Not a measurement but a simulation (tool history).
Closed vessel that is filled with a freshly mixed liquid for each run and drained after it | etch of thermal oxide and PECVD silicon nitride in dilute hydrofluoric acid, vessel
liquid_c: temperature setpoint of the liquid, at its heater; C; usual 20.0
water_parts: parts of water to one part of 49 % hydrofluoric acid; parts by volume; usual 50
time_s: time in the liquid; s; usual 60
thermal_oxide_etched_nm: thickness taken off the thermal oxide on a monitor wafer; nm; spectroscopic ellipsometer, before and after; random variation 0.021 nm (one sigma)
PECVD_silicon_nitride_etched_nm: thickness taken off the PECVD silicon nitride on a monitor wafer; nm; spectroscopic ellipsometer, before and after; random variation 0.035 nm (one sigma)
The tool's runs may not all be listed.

run   hour  liquid_c  water_parts  time_s  read-back film thickness of the thermal oxide reference wafer, read on the same gauge (nm)  read-back film thickness of the PECVD silicon nitride reference wafer, read on the same gauge (nm)  thermal_oxide_etched_nm  PECVD_silicon_nitride_etched_nm
  1    0.0      20.0           50      60                                                                                       30.03                                                                                              50.012                     5.10                            3.452
  2  186.8      20.0           50      60                                                                                       29.98                                                                                              50.009                     5.16                            3.554
  3  215.8      20.0           50      60                                                                                       29.98                                                                                              49.997                     5.15                            3.488
  4  262.7      20.0           50      65                                                                                       30.01                                                                                              49.978                     5.60                            3.846
  5  317.7      20.0           50      65                                                                                       30.00                                                                                              49.987                     5.59                            3.823
  6  361.0      20.0           50      65                                                                                       30.04                                                                                              50.027                     5.61                            3.794
  7  414.8      20.0           50      60                                                                                       29.96                                                                                              49.986                     5.21                            3.500
  8  466.9      20.0           50      60                                                                                       30.03                                                                                              50.017                     5.22                            3.551
     572.6  -- thermometer replaced
  9  612.7      24.5           60      30                                                                                       30.00                                                                                              49.996                     2.62                            2.065
     633.8  -- hydrofluoric acid flow meter replaced
 10  665.1      20.0           30      75                                                                                       29.98                                                                                              49.995                    10.82                            7.225
     677.3  -- gauge calibrated
 11  722.1      20.0           50      60                                                                                       30.04                                                                                              50.006                     5.06                            3.447
 12  763.6      20.0           50      60                                                                                       29.98                                                                                              50.017                     5.14                            3.483
 13  827.8      20.0           50      60                                                                                       30.00                                                                                              50.002                     5.14                            3.490
 14  864.0      22.5           50      30                                                                                       29.97                                                                                              49.997                     2.85                            2.072
 15  908.8      20.0           50      75                                                                                       30.00                                                                                              49.984                     6.43                            4.442
 16  957.4      17.0           55      70                                                                                       30.04                                                                                              50.007                     4.78                            3.019

4 ways to go on from here, each from the tool as it stands after run 16. What would each give?
  A  958.1      20.0           70      60                                                                                           ?                                                                                                   ?                        ?                                ?
  B  958.1      20.0           65      60                                                                                           ?                                                                                                   ?                        ?                                ?
  C  958.1      22.0           65      30                                                                                           ?                                                                                                   ?                        ?                                ?
  D  958.1      20.0           70      40                                                                                           ?                                                                                                   ?                        ?                                ?

run  read-back film thickness of the thermal oxide reference wafer, read on the same gauge (nm)  read-back film thickness of the PECVD silicon nitride reference wafer, read on the same gauge (nm)  thermal_oxide_etched_nm  PECVD_silicon_nitride_etched_nm
  A                                                                                       30.00                                                                                              49.993                     3.63                            2.497
  B                                                                                       30.00                                                                                              49.993                     3.93                            2.684
  C                                                                                       30.00                                                                                              49.993                     2.14                            1.539
  D                                                                                       30.00                                                                                              49.993                     2.42                            1.664
Without the tool's hidden state the same runs would have given:
run  thermal_oxide_etched_nm  PECVD_silicon_nitride_etched_nm
  A                     3.54                            2.438
  B                     3.83                            2.620
  C                     2.08                            1.503
  D                     2.36                            1.625
